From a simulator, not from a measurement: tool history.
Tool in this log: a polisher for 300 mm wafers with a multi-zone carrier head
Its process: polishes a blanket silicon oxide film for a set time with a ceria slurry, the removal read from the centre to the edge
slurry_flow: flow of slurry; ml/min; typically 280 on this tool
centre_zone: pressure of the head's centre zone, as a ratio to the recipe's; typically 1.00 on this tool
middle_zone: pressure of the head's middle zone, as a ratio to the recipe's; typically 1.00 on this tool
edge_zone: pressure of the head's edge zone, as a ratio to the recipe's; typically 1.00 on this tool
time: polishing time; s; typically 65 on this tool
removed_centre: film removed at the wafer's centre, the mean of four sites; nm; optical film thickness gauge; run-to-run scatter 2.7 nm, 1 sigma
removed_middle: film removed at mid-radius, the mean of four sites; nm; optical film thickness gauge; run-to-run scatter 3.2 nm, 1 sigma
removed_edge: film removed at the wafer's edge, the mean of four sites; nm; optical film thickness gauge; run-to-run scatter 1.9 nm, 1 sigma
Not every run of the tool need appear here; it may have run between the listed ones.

run,day,slurry_flow,centre_zone,middle_zone,edge_zone,time,wafers since the last listed run,wafers polished on this pad,hours since the slurry nozzle was cleaned,hours since the centre zone pressure was calibrated,hours since the edge zone pressure was calibrated,hours since the carrier head's membrane was replaced,"incoming thickness of the incoming film, nm",removed_centre,removed_middle,removed_edge
1,0.000,280,1.00,1.00,1.00,50,0,5487,678.6,355.2,720.3,232.5,1428.7,194.3,197.9,196.8
2,3.033,280,1.00,1.00,1.00,87,875,6362,751.4,428.0,793.1,305.3,1426.2,335.2,336.1,337.0
3,6.008,280,1.12,1.00,1.08,65,858,7221,822.8,499.4,864.5,376.7,1443.4,267.9,256.3,261.3
# day 6.979: slurry nozzle cleaned
# day 7.658: worn pad replaced by a new one
# day 8.367: edge zone pressure recalibrated
4,9.104,365,1.00,1.00,0.95,55,809,393,51.0,573.7,17.7,451.0,1427.4,231.1,228.9,223.9
5,12.067,320,0.89,1.00,0.96,48,855,1248,122.1,644.8,88.8,522.1,1418.4,177.1,198.5,194.2
# day 12.154: centre zone pressure recalibrated
6,13.767,280,1.00,1.00,1.00,65,466,1715,162.9,38.7,129.6,562.9,1428.3,264.8,267.3,258.4
7,17.692,180,1.00,1.00,1.10,65,1132,2848,257.1,132.9,223.8,657.1,1389.8,244.4,247.3,255.5
8,20.242,325,1.00,1.00,1.11,65,735,3584,318.3,194.1,285.0,718.3,1443.6,265.7,272.1,269.6
9,24.400,195,1.00,1.09,1.00,65,1200,4784,418.1,293.9,384.8,818.1,1429.9,248.1,273.0,248.3
10,27.129,280,1.00,1.00,1.00,65,787,5571,483.6,359.4,450.3,883.6,1431.6,257.7,264.4,258.3
11,28.688,280,1.00,1.00,1.04,65,449,6021,521.0,396.8,487.7,921.0,1434.7,264.6,259.6,261.8
12,30.621,280,0.92,1.00,0.93,86,557,6579,567.4,443.2,534.1,967.4,1425.3,313.6,344.7,332.1
13,32.538,280,1.00,1.00,1.11,76,553,7132,613.4,489.2,580.1,1013.4,1432.0,300.6,303.2,309.4
14,36.850,280,1.00,1.00,1.00,65,1244,8377,716.9,592.7,683.6,1116.9,1390.8,248.9,256.5,252.8
# day 38.617: centre zone pressure recalibrated
# day 39.383: slurry nozzle cleaned
15,41.171,280,1.04,1.00,1.08,65,1210,9588,42.9,61.3,787.3,1220.6,1414.4,273.0,267.4,272.9
# day 41.638: worn pad replaced by a new one
# day 42.783: edge zone pressure recalibrated
16,44.683,215,1.00,0.96,1.00,65,941,855,127.2,145.6,45.6,1304.9,1397.6,251.8,248.4,253.1
17,46.454,280,1.09,1.04,1.04,47,511,1366,169.7,188.1,88.1,1347.4,1432.9,205.0,198.9,190.9

Estimate the outcome of run 18 from the log above:
18,47.971,250,1.05,0.97,1.00,65,437,1804,206.1,224.5,124.5,1383.8,1405.0,?,?,?

removed_centre: 268.7 nm
removed_middle: 257.5 nm
removed_edge: 256.7 nm
The same run, on a tool lacking any hidden state, would have yielded removed_centre 271.7 nm, removed_middle 260.1 nm, removed_edge 258.7 nm.
